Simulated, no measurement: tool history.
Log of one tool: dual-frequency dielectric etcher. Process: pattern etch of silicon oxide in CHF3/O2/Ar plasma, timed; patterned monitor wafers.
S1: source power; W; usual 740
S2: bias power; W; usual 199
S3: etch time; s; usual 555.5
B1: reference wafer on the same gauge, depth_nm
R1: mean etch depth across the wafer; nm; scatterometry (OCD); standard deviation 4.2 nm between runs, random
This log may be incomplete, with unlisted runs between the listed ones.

Run 1, hour 0.0: usual settings but S3 432.0 s; B1 1210.2. Result: R1 972.0 nm.
Run 2, hour 159.3: usual settings but S3 506.5 s; B1 1211.5. Result: R1 1138.7 nm.
Run 3, hour 265.1: usual settings but S3 506.5 s; B1 1211.1. Result: R1 1129.8 nm.
Run 4, hour 365.9: usual settings but S3 506.5 s; B1 1210.0. Result: R1 1129.3 nm.
At hour 450.2: wet clean of the chamber.
Run 5, hour 450.7: usual settings but S1 860 W; B1 1210.1. Result: R1 1373.9 nm.
Run 6, hour 509.5: usual settings but S1 860 W; B1 1211.2. Result: R1 1376.3 nm.
Run 7, hour 822.8: usual settings but S1 860 W; B1 1210.8. Result: R1 1365.1 nm.
At hour 834.7: source power generator calibrated.
Run 8, hour 891.4: usual settings; B1 1210.2. Result: R1 1217.2 nm.
At hour 919.6: wet clean of the chamber.
At hour 960.3: gauge calibrated.
Run 9, hour 976.2: usual settings; B1 1210.0. Result: R1 1226.9 nm.
Run 10, hour 1019.1: usual settings; B1 1209.5. Result: R1 1235.5 nm.
Run 11, hour 1099.9: usual settings; B1 1210.8. Result: R1 1221.1 nm.

What does the tool deliver on the next run?
At hour 1156.8: upper electrode replaced.
Run 12, hour 1157.3: usual settings but S1 850 W, S2 228 W, S3 667.5 s; B1 ?. Result: R1 ?.

Run 12 produced B1 1210.7, R1 1684.4 nm.
Minus the tool's unlogged condition, the same run would have read R1 1704.2 nm.

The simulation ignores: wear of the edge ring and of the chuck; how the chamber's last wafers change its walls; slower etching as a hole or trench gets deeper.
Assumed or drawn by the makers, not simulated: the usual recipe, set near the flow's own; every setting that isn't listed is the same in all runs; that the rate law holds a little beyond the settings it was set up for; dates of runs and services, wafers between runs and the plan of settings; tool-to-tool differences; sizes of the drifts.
